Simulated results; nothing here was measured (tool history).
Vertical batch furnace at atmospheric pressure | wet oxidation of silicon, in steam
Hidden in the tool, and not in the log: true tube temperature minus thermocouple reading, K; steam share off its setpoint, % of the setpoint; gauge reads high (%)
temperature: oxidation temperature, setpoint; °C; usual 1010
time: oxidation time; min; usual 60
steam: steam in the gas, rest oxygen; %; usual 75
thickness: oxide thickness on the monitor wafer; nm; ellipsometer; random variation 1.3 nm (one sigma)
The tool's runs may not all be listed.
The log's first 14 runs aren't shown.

run,hour,temperature,time,steam,wafers since the last listed run,hours since the last temperature calibration,hours since the steam generator was serviced,hours since the gauge calibration,"read-back reference wafer on the same gauge, thickness",thickness
15,1066.4,1010,60,75,1012,2736.3,2236.9,200.3,331.15,362.69
16,1110.1,1010,60,75,634,2780,2280.6,244,331.05,367.47
17,1192.7,1010,60,75,1199,2862.6,2363.2,326.6,330.96,365.32
18,1261.6,1010,60,75,1000,2931.5,2432.1,395.5,330.97,363.36
19,1326.6,997,60,86,943,2996.5,2497.1,460.5,330.99,367.34
20,1387.9,1010,60,75,890,3057.8,2558.4,521.8,331.3,364.48
21,1432.2,1033,38.5,75,643,3102.1,2602.7,566.1,331.19,316.66
22,1483.2,986,43.5,71,740,3153.1,2653.7,617.1,331.84,246.69
23,1547.2,1031,84.5,82,929,3217.1,2717.7,681.1,330.47,521.7
24,1649.3,1010,60,69,1482,3319.2,2819.8,783.2,331.15,346.86
25,1726.8,1010,60,82,1125,3396.7,2897.3,860.7,331.39,383.51
26,1832.2,1010,60,75,1530,3502.1,3002.7,966.1,331.46,365.89
27,1935.3,992,79,71,1497,3605.2,3105.8,1069.2,331.2,378.63
# hour 1962.3: steam generator serviced
28,2033.2,1018,38,84,1073,3703.1,70.9,1167.1,330.73,318.96
# hour 2070.2: thermocouples replaced and temperature profile calibrated
29,2138.7,1010,89.5,75,1183,68.5,176.4,1272.6,330.53,466.46
30,2205.9,1019,60,66,975,135.7,243.6,1339.8,331.52,353.79
31,2265.2,1026,60,75,861,195,302.9,1399.1,331.15,395.94
32,2332,1010,73.5,75,969,261.8,369.7,1465.9,331.42,413.17
33,2374,1010,60,75,609,303.8,411.7,1507.9,330.47,365.3
34,2447.1,1025,36,75,1061,376.9,484.8,1581,331.73,290.1
35,2540.6,1019,89.5,63,1357,470.4,578.3,1674.5,331.19,439.05
36,2612,1010,60,75,1036,541.8,649.7,1745.9,331.43,363.51
# hour 2654.3: gauge calibrated
37,2713.9,1010,60,75,1479,643.7,751.6,59.6,330.58,364.03
38,2793.4,992,50.5,75,1154,723.2,831.1,139.1,330.64,293.99

Forecast each of these 4 alternatives for the next run:
A,2799,1010,83.5,75,81,728.8,836.7,144.7,?,?
B,2799,1010,46,75,81,728.8,836.7,144.7,?,?
C,2799,988,60,81,81,728.8,836.7,144.7,?,?
D,2799,1002,37,80,81,728.8,836.7,144.7,?,?

run,"read-back reference wafer on the same gauge, thickness",thickness
A,330.97,446.01
B,330.97,309.51
C,330.97,336.83
D,330.97,267.12
Without the tool's hidden state the same runs would have given:
run,thickness
A,452.11
B,313.64
C,341.23
D,270.61
